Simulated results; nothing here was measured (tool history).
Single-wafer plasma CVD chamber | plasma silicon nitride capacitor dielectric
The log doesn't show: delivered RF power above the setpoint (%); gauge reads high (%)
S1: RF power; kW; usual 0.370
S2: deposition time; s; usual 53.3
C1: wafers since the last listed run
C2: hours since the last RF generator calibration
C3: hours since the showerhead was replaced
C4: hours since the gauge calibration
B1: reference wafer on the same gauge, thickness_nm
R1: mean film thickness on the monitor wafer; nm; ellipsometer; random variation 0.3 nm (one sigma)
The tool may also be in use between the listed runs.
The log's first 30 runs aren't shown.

run	day	S1	S2	C1	C2	C3	C4	B1	R1
31	35.546	0.370	53.3	291	395.6	301.5	427.5	70.891	80.395
32	36.592	0.370	53.3	561	420.7	326.6	452.6	70.856	79.661
33	37.258	0.390	47.5	358	436.7	342.6	468.6	70.859	71.017
34	38.029	0.370	53.3	414	455.2	361.1	487.1	70.944	80.027
35	38.838	0.370	53.3	434	474.6	380.5	506.5	70.953	79.433
36	39.504	0.430	57.3	358	490.6	396.5	522.5	70.761	88.011
37	40.688	0.435	53.3	635	519.0	424.9	550.9	70.904	81.609
38	41.912	0.300	62.9	658	548.4	454.3	580.3	70.980	89.834
39	42.621	0.395	57.1	380	565.4	471.3	597.3	70.812	86.177
40	43.162	0.415	58.6	291	578.4	484.3	610.3	70.826	89.934
41	43.929	0.370	53.3	411	596.8	502.7	628.7	70.855	79.614
42	45.967	0.370	53.3	1094	645.7	551.6	677.6	70.984	79.907
43	47.096	0.340	48.1	606	672.8	578.7	704.7	70.890	70.701
44	47.704	0.370	49.4	326	687.4	593.3	719.3	70.802	73.741

Forecast each of these 4 alternatives for the next run:
A	47.721	0.370	53.3	8	687.8	593.7	719.7	?	?
B	47.721	0.410	53.3	8	687.8	593.7	719.7	?	?
C	47.721	0.320	58.8	8	687.8	593.7	719.7	?	?
D	47.721	0.405	53.3	8	687.8	593.7	719.7	?	?

run	B1	R1
A	70.932	79.782
B	70.932	81.355
C	70.932	85.725
D	70.932	81.162
Without the tool's hidden state the same runs would have given:
run	R1
A	79.782
B	81.355
C	85.725
D	81.162

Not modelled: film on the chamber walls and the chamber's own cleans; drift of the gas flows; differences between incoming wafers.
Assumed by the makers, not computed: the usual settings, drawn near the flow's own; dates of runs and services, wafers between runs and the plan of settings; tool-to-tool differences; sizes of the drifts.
